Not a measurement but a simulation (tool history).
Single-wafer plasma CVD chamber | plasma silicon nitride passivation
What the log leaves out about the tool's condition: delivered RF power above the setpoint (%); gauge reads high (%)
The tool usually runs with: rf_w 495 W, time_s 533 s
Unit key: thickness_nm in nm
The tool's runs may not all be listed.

run	hour	rf_w	time_s	wafers since the last listed run	hours since the last RF generator calibration	hours since the showerhead was replaced	hours since the gauge calibration	read-back reference wafer on the same gauge, thickness_nm	thickness_nm
1	0	415	533	0	1178	5098.3	567	696.017	675.406
2	32.3	415	533	122	1210.3	5130.6	599.3	696.235	675.855
3	59.2	415	533	102	1237.2	5157.5	626.2	695.358	676.778
4	111.6	495	533	198	1289.6	5209.9	678.6	696.495	706.159
5	154.7	495	533	163	1332.7	5253	721.7	696.247	704.303
6	221	495	533	251	1399	5319.3	788	696.485	703.627
7	269.7	495	533	184	1447.7	5368	836.7	696.031	702.551
# hour 304.4: gauge calibrated
8	318	495	533	183	1496	5416.3	13.6	696.763	710.847
9	364.2	495	533	175	1542.2	5462.5	59.8	695.479	699.84
# hour 471.6: RF generator calibrated
10	472.1	530	595	379	0.5	5570.4	167.7	695.952	797.616
11	529.3	495	533	217	57.7	5627.6	224.9	695.243	703.679
# hour 582.4: showerhead replaced
12	582.9	575	571	173	111.3	0.5	278.5	695.132	779.312
13	625.4	420	441	161	153.8	43	321	695.582	560.898
14	661.2	450	566	135	189.6	78.8	356.8	696.592	727.894
15	716.5	495	533	210	244.9	134.1	412.1	695.261	709.589
16	767.1	495	577	192	295.5	184.7	462.7	695.521	764.256
17	877.8	405	494	420	406.2	295.4	573.4	695.767	623.658

Branching from run 17: 5 alternative next runs. What would each branch give?
A	878.3	535	533	1	406.7	295.9	573.9	?	?
B	878.3	465	533	1	406.7	295.9	573.9	?	?
C	878.3	560	568	1	406.7	295.9	573.9	?	?
D	878.3	495	450	1	406.7	295.9	573.9	?	?
E	878.3	590	504	1	406.7	295.9	573.9	?	?

run	read-back reference wafer on the same gauge, thickness_nm	thickness_nm
A	696.99	721.313
B	696.99	696.321
C	696.99	777.689
D	696.99	597.145
E	696.99	699.378
What these runs would have given with no unlogged condition in the tool:
run	thickness_nm
A	721.313
B	696.321
C	777.689
D	597.145
E	699.378

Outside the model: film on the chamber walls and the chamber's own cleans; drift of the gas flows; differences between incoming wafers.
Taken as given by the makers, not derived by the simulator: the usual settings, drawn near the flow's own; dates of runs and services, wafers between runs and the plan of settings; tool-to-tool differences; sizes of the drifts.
